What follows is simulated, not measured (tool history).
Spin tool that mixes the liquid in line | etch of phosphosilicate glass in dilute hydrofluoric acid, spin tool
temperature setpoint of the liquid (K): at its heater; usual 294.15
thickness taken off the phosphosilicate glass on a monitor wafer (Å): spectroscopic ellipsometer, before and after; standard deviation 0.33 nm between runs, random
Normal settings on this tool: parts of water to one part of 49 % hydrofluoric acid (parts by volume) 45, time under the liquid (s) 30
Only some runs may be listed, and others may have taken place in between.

run	day	temperature setpoint of the liquid (K)	parts of water to one part of 49 % hydrofluoric acid (parts by volume)	time under the liquid (s)	wafers since the last listed run	hours since the thermometer was replaced	hours since the hydrofluoric acid flow meter was replaced	hours since the gauge calibration	read-back film thickness of the phosphosilicate glass reference wafer, read on the same gauge (nm)	thickness taken off the phosphosilicate glass on a monitor wafer (Å)
1	0.000	294.15	45	30	0	1460.4	1676.2	41.5	120.01	1038.4
2	0.296	294.15	45	30	89	1467.5	1683.3	48.6	120.02	1036.2
3	0.817	294.15	45	30	158	1480.0	1695.8	61.1	120.02	1030.7
4	1.433	296.15	55	30	187	1494.8	1710.6	75.9	120.01	908.8
5	1.700	294.15	45	25	80	1501.2	1717.0	82.3	120.02	863.3
6	2.875	294.15	45	25	356	1529.4	1745.2	110.5	120.01	869.8
7	3.550	294.15	45	25	204	1545.6	1761.4	126.7	120.01	866.8
# day 3.704: gauge calibrated
8	4.004	294.15	45	30	137	1556.5	1772.3	7.2	119.99	1043.6
9	4.421	294.15	45	30	126	1566.5	1782.3	17.2	120.01	1041.2
10	4.904	292.15	35	30	146	1578.1	1793.9	28.8	120.00	1244.3
11	5.217	298.65	40	40	94	1585.6	1801.4	36.3	119.99	1898.2
12	5.592	292.65	55	15	113	1594.6	1810.4	45.3	120.00	393.3
# day 5.975: hydrofluoric acid flow meter replaced
13	6.229	298.65	30	15	180	1609.9	6.1	60.6	120.00	968.9
14	6.675	294.15	45	30	135	1620.6	16.8	71.3	119.99	1037.2
15	7.083	294.15	65	25	123	1630.4	26.6	81.1	120.02	585.1
# day 7.688: thermometer replaced
16	7.729	291.65	45	15	183	1.0	42.1	96.6	120.01	430.3
17	8.538	290.15	55	30	245	20.4	61.5	116.0	120.03	653.3
18	8.875	294.15	45	30	102	28.5	69.6	124.1	120.02	959.6
19	9.392	294.15	45	40	156	40.9	82.0	136.5	120.01	1272.0
# day 9.750: gauge calibrated
20	10.075	291.65	45	40	207	57.3	98.4	7.8	119.98	1146.3

5 options for the next run, each taken on its own from the tool as it stands now. Forecast them:
A	10.092	294.15	45	15	5	57.7	98.8	8.2	?	?
B	10.092	290.65	35	30	5	57.7	98.8	8.2	?	?
C	10.092	290.15	35	20	5	57.7	98.8	8.2	?	?
D	10.092	295.65	35	40	5	57.7	98.8	8.2	?	?
E	10.092	298.15	45	30	5	57.7	98.8	8.2	?	?

run	read-back film thickness of the phosphosilicate glass reference wafer, read on the same gauge (nm)	thickness taken off the phosphosilicate glass on a monitor wafer (Å)
A	119.99	479.5
B	119.99	1074.0
C	119.99	700.5
D	119.99	1773.6
E	119.99	1132.1
The same runs, with their run-to-run variation unchanged, on a tool lacking any hidden condition would have given:
run	thickness taken off the phosphosilicate glass on a monitor wafer (Å)
A	469.9
B	1051.7
C	686.0
D	1738.1
E	1110.1
